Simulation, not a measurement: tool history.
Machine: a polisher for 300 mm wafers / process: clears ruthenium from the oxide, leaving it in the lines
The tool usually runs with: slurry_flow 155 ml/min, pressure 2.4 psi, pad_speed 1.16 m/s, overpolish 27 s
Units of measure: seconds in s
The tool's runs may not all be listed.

| run | hour | slurry_flow | pressure | pad_speed | overpolish | incoming thickness of the incoming film, nm | seconds |
|---|---|---|---|---|---|---|---|
| 1 | 0 | 155 | 2.4 | 1.16 | 27 | 88.3 | 59.9 |
| 2 | 18.5 | 155 | 2.4 | 1.16 | 27 | 91.7 | 61.6 |
| 3 | 38.9 | 155 | 2.4 | 1.16 | 27 | 89.4 | 59.4 |
| 4 | 65.8 | 155 | 2.4 | 1.16 | 27 | 89.5 | 59.4 |
|  | 131.5 | worn pad replaced by a new one |
| 5 | 145.7 | 155 | 2.4 | 1.16 | 27 | 91.7 | 61.7 |
| 6 | 164.2 | 155 | 2.4 | 1.16 | 27 | 89.9 | 60.2 |
| 7 | 197.5 | 155 | 2.4 | 1.16 | 27 | 91.3 | 61.1 |
| 8 | 212.7 | 180 | 2.4 | 1.16 | 27 | 90.7 | 59.4 |
| 9 | 242.4 | 180 | 2.4 | 1.16 | 27 | 88.7 | 58.9 |
| 10 | 272 | 180 | 2.4 | 1.16 | 27 | 89.7 | 59.8 |
|  | 281.7 | head pressure recalibrated |
|  | 285.3 | worn pad replaced by a new one |
| 11 | 302.5 | 155 | 2.1 | 1.16 | 27 | 88.6 | 68.7 |
| 12 | 336.9 | 155 | 2.1 | 1.16 | 27 | 90.9 | 69.3 |
| 13 | 369.7 | 155 | 2.1 | 1.16 | 27 | 90.5 | 70.3 |
|  | 422.3 | worn pad replaced by a new one |
| 14 | 422.8 | 155 | 2.4 | 1.16 | 27 | 90.2 | 60.5 |
| 15 | 461.1 | 155 | 2.4 | 1.36 | 27 | 91.3 | 52.6 |
| 16 | 476.7 | 155 | 2.4 | 1.16 | 27 | 88.5 | 59.7 |
| 17 | 500 | 180 | 2.4 | 0.82 | 32 | 89.8 | 83 |
| 18 | 513.4 | 100 | 2 | 1.4 | 37 | 89.6 | 66.3 |
| 19 | 538.4 | 155 | 2.4 | 1.16 | 27 | 91 | 61.1 |
| 20 | 555.4 | 155 | 1.8 | 1.16 | 27 | 89.5 | 81.1 |
|  | 568.9 | worn pad replaced by a new one |
|  | 569.7 | slurry nozzle cleaned |
| 21 | 590.5 | 200 | 2.7 | 0.78 | 27 | 89.4 | 76.9 |

Run 22, settings as shown, results not yet in. Your forecast:
| 22 | 615.1 | 210 | 2.4 | 1.5 | 27 | 89.8 | ? |

seconds: 45.1 s
With the hidden condition absent and the run-to-run variation left alone, this run would have shown seconds 45.1 s.
